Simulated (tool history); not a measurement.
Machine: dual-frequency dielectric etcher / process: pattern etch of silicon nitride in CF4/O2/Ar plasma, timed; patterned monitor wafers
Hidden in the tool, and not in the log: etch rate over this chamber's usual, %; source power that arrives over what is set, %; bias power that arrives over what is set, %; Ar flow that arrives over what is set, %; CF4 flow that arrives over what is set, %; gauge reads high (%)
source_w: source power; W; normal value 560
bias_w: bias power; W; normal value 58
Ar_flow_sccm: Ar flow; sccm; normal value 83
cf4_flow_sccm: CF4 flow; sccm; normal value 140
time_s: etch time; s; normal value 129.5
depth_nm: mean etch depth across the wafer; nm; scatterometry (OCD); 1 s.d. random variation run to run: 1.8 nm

run    hour  source_w  bias_w  Ar_flow_sccm  cf4_flow_sccm  time_s  wafers since the last listed run  hours since the last wet clean  hours since the last source power generator calibration  hours since the last bias power generator calibration  hours since the last Ar flow controller change  hours since the last CF4 flow controller change  hours since the last upper electrode change  hours since the gauge calibration  read-back reference wafer on the same gauge, depth_nm  depth_nm
  1       0       560      58            83            140   129.5                                 0                             1.1                                                    616.1                                                   24.2                                            1750                                           4459.2                                          362                               85.1                                                  265.1     292.1
       36.5  -- CF4 flow controller replaced
  2    38.2       560      58            83            140   129.5                               394                            39.3                                                    654.3                                                   62.4                                          1788.2                                              1.7                                        400.2                              123.3                                                  265.7     295.2
  3    87.3       560      58            83            140   129.5                               601                            88.4                                                    703.4                                                  111.5                                          1837.3                                             50.8                                        449.3                              172.4                                                  264.8     291.4
  4   168.7       560      58            83            140   129.5                               997                           169.8                                                    784.8                                                  192.9                                          1918.7                                            132.2                                        530.7                              253.8                                                  265.3     292.2
  5   238.6       560      58            83            140   129.5                               856                           239.7                                                    854.7                                                  262.8                                          1988.6                                            202.1                                        600.6                              323.7                                                  265.1     294.6
      345.6  -- Ar flow controller replaced
  6   346.1       560      58            93            140     108                              1243                           347.2                                                    962.2                                                  370.3                                             0.5                                            309.6                                        708.1                              431.2                                                  265.1     241.9
  7   402.7       560      48            83            152      92                               693                           403.8                                                   1018.8                                                  426.9                                            57.1                                            366.2                                        764.7                              487.8                                                  264.9     189.3
  8   448.9       420      53            83            158    95.5                               565                             450                                                     1065                                                  473.1                                           103.3                                            412.4                                        810.9                                534                                                  264.8     150.9
  9   549.5       560      58            83            140   129.5                              1232                           550.6                                                   1165.6                                                  573.7                                           203.9                                              513                                        911.5                              634.6                                                    264     293.2
      605.4  -- wet clean of the chamber
 10   622.5       560      58            83            140   129.5                               600                            17.1                                                   1238.6                                                  646.7                                           276.9                                              586                                        984.5                              707.6                                                  264.2     290.8
 11   723.1       560      68            73            140   129.5                              1232                           117.7                                                   1339.2                                                  747.3                                           377.5                                            686.6                                       1085.1                              808.2                                                  263.3     324.5
 12   794.3       560      58            83            140   129.5                               872                           188.9                                                   1410.4                                                  818.5                                           448.7                                            757.8                                       1156.3                              879.4                                                  263.2     291.7
      850.8  -- source power generator calibrated
 13   851.3       490      44            83            140   129.5                               649                           245.9                                                      0.5                                                  875.5                                           505.7                                            814.8                                       1213.3                              936.4                                                  263.1       212
 14   916.5       560      67            83            140   129.5                               798                           311.1                                                     65.7                                                  940.7                                           570.9                                              880                                       1278.5                             1001.6                                                    263     318.5
 15  1018.7       420      58            75            126     111                              1252                           413.3                                                    167.9                                                 1042.9                                           673.1                                            982.2                                       1380.7                             1103.8                                                  262.3     181.3
       1087  -- wet clean of the chamber
 16  1087.5       560      58            83            140   129.5                               548                             0.5                                                    236.7                                                 1111.7                                           741.9                                             1051                                       1449.5                             1172.6                                                  261.9       291
 17  1111.7       500      51            83            113      98                               296                            24.7                                                    260.9                                                 1135.9                                           766.1                                           1075.2                                       1473.7                             1196.8                                                  261.2     177.1
 18  1194.3       560      62            83            140   103.5                              1011                           107.3                                                    343.5                                                 1218.5                                           848.7                                           1157.8                                       1556.3                             1279.4                                                  261.1     241.9
 19  1253.9       500      58            83            169      93                               730                           166.9                                                    403.1                                                 1278.1                                           908.3                                           1217.4                                       1615.9                               1339                                                  260.5     186.6
 20  1340.8       560      58            83            140   129.5                              1064                           253.8                                                      490                                                   1365                                           995.2                                           1304.3                                       1702.8                             1425.9                                                  260.4     284.6
 21  1393.3       560      58            83            140   110.5                               643                           306.3                                                    542.5                                                 1417.5                                          1047.7                                           1356.8                                       1755.3                             1478.4                                                  259.5     243.4
 22  1446.7       560      58            99            140   129.5                               654                           359.7                                                    595.9                                                 1470.9                                          1101.1                                           1410.2                                       1808.7                             1531.8                                                  259.6     279.7

Consider 3 possible next runs. They are alternatives, not a sequence: every one starts from the tool as it was left by run 22. What does each give?
  A  1447.2       560      58            83            140    97.5                                 6                           360.2                                                    596.4                                                 1471.4                                          1101.6                                           1410.7                                       1809.2                             1532.3                                                      ?         ?
  B  1447.2       630      58            83            140   129.5                                 6                           360.2                                                    596.4                                                 1471.4                                          1101.6                                           1410.7                                       1809.2                             1532.3                                                      ?         ?
  C  1447.2       560      58            83            140   106.5                                 6                           360.2                                                    596.4                                                 1471.4                                          1101.6                                           1410.7                                       1809.2                             1532.3                                                      ?         ?

run  read-back reference wafer on the same gauge, depth_nm  depth_nm
  A                                                  259.3     214.3
  B                                                  259.3       322
  C                                                  259.3     234.1
What these runs would have given with no unlogged condition in the tool:
run  depth_nm
  A     220.7
  B     331.6
  C     241.1
